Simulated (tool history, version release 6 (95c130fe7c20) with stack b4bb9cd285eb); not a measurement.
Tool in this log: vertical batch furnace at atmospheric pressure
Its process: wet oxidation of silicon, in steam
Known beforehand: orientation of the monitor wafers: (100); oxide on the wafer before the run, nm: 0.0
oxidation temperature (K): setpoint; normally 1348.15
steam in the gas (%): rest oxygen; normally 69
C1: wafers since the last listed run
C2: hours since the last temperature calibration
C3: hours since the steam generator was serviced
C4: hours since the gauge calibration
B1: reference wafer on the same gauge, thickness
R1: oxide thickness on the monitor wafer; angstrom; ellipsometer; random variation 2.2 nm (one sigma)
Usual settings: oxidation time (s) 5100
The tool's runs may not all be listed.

run 1 hour=0.0 | oxidation_temperature_(K)=1348.15 oxidation_time_(s)=5100 steam_in_the_gas_(%)=69 | C1=0 C2=1884.5 C3=2502.5 C4=730.0 | B1=655.70 | R1=6218.9
-- hour=46.9 gauge calibrated
run 2 hour=60.8 | oxidation_temperature_(K)=1348.15 oxidation_time_(s)=5100 steam_in_the_gas_(%)=69 | C1=752 C2=1945.3 C3=2563.3 C4=13.9 | B1=656.06 | R1=6258.9
run 3 hour=89.4 | oxidation_temperature_(K)=1348.15 oxidation_time_(s)=5100 steam_in_the_gas_(%)=69 | C1=354 C2=1973.9 C3=2591.9 C4=42.5 | B1=656.01 | R1=6267.8
run 4 hour=128.3 | oxidation_temperature_(K)=1348.15 oxidation_time_(s)=5100 steam_in_the_gas_(%)=69 | C1=481 C2=2012.8 C3=2630.8 C4=81.4 | B1=656.05 | R1=6217.0
run 5 hour=183.4 | oxidation_temperature_(K)=1348.15 oxidation_time_(s)=5100 steam_in_the_gas_(%)=69 | C1=682 C2=2067.9 C3=2685.9 C4=136.5 | B1=656.60 | R1=6250.5
run 6 hour=261.2 | oxidation_temperature_(K)=1348.15 oxidation_time_(s)=5100 steam_in_the_gas_(%)=69 | C1=962 C2=2145.7 C3=2763.7 C4=214.3 | B1=656.19 | R1=6250.6
run 7 hour=292.9 | oxidation_temperature_(K)=1348.15 oxidation_time_(s)=5100 steam_in_the_gas_(%)=69 | C1=392 C2=2177.4 C3=2795.4 C4=246.0 | B1=656.40 | R1=6259.9
run 8 hour=343.0 | oxidation_temperature_(K)=1348.15 oxidation_time_(s)=4500 steam_in_the_gas_(%)=63 | C1=620 C2=2227.5 C3=2845.5 C4=296.1 | B1=656.81 | R1=5474.3
run 9 hour=373.5 | oxidation_temperature_(K)=1348.15 oxidation_time_(s)=4500 steam_in_the_gas_(%)=63 | C1=377 C2=2258.0 C3=2876.0 C4=326.6 | B1=655.83 | R1=5485.0
run 10 hour=417.4 | oxidation_temperature_(K)=1348.15 oxidation_time_(s)=4500 steam_in_the_gas_(%)=63 | C1=543 C2=2301.9 C3=2919.9 C4=370.5 | B1=656.21 | R1=5471.8
-- hour=483.9 thermocouples replaced and temperature profile calibrated
run 11 hour=553.3 | oxidation_temperature_(K)=1348.15 oxidation_time_(s)=5100 steam_in_the_gas_(%)=69 | C1=1385 C2=69.4 C3=3055.8 C4=506.4 | B1=656.58 | R1=6187.2
run 12 hour=620.9 | oxidation_temperature_(K)=1348.15 oxidation_time_(s)=5100 steam_in_the_gas_(%)=69 | C1=836 C2=137.0 C3=3123.4 C4=574.0 | B1=656.90 | R1=6219.9
run 13 hour=679.2 | oxidation_temperature_(K)=1335.15 oxidation_time_(s)=3840 steam_in_the_gas_(%)=62 | C1=721 C2=195.3 C3=3181.7 C4=632.3 | B1=655.70 | R1=4627.4
run 14 hour=724.4 | oxidation_temperature_(K)=1348.15 oxidation_time_(s)=5100 steam_in_the_gas_(%)=69 | C1=559 C2=240.5 C3=3226.9 C4=677.5 | B1=656.21 | R1=6202.7
run 15 hour=784.2 | oxidation_temperature_(K)=1348.15 oxidation_time_(s)=5100 steam_in_the_gas_(%)=69 | C1=740 C2=300.3 C3=3286.7 C4=737.3 | B1=656.63 | R1=6220.3
-- hour=868.3 steam generator serviced
run 16 hour=868.8 | oxidation_temperature_(K)=1348.15 oxidation_time_(s)=4290 steam_in_the_gas_(%)=75 | C1=750 C2=384.9 C3=0.5 C4=821.9 | B1=656.21 | R1=6132.3
run 17 hour=928.4 | oxidation_temperature_(K)=1368.15 oxidation_time_(s)=6390 steam_in_the_gas_(%)=74 | C1=737 C2=444.5 C3=60.1 C4=881.5 | B1=655.67 | R1=8333.3
-- hour=948.8 gauge calibrated
run 18 hour=952.8 | oxidation_temperature_(K)=1348.15 oxidation_time_(s)=3930 steam_in_the_gas_(%)=65 | C1=302 C2=468.9 C3=84.5 C4=4.0 | B1=655.86 | R1=5383.2
run 19 hour=1000.7 | oxidation_temperature_(K)=1338.15 oxidation_time_(s)=6990 steam_in_the_gas_(%)=75 | C1=592 C2=516.8 C3=132.4 C4=51.9 | B1=656.26 | R1=7836.5
run 20 hour=1146.2 | oxidation_temperature_(K)=1358.15 oxidation_time_(s)=4080 steam_in_the_gas_(%)=74 | C1=1800 C2=662.3 C3=277.9 C4=197.4 | B1=655.75 | R1=6164.8
run 21 hour=1177.0 | oxidation_temperature_(K)=1363.15 oxidation_time_(s)=5100 steam_in_the_gas_(%)=69 | C1=381 C2=693.1 C3=308.7 C4=228.2 | B1=656.45 | R1=6827.5
run 22 hour=1203.0 | oxidation_temperature_(K)=1348.15 oxidation_time_(s)=5100 steam_in_the_gas_(%)=69 | C1=321 C2=719.1 C3=334.7 C4=254.2 | B1=655.88 | R1=6361.8
run 23 hour=1262.8 | oxidation_temperature_(K)=1365.15 oxidation_time_(s)=5100 steam_in_the_gas_(%)=63 | C1=740 C2=778.9 C3=394.5 C4=314.0 | B1=655.85 | R1=6537.1
run 24 hour=1322.7 | oxidation_temperature_(K)=1368.15 oxidation_time_(s)=6420 steam_in_the_gas_(%)=69 | C1=741 C2=838.8 C3=454.4 C4=373.9 | B1=655.81 | R1=7878.2

Consider 3 possible next runs. They are alternatives, not a sequence: every one starts from the tool as it was left by run 24. What does each give?
run A hour=1328.9 | oxidation_temperature_(K)=1348.15 oxidation_time_(s)=5100 steam_in_the_gas_(%)=69 | C1=76 C2=845.0 C3=460.6 C4=380.1 | B1=? | R1=?
run B hour=1328.9 | oxidation_temperature_(K)=1363.15 oxidation_time_(s)=4110 steam_in_the_gas_(%)=59 | C1=76 C2=845.0 C3=460.6 C4=380.1 | B1=? | R1=?
run C hour=1328.9 | oxidation_temperature_(K)=1366.15 oxidation_time_(s)=5100 steam_in_the_gas_(%)=69 | C1=76 C2=845.0 C3=460.6 C4=380.1 | B1=? | R1=?

run=A B1=656.14 R1=6399.6
run=B B1=656.14 R1=5508.8
run=C B1=656.14 R1=6897.0
Take away the tool's hidden state, keep each run's random variation, and the runs would have read:
run=A R1=6568.1
run=B R1=5654.0
run=C R1=7073.9
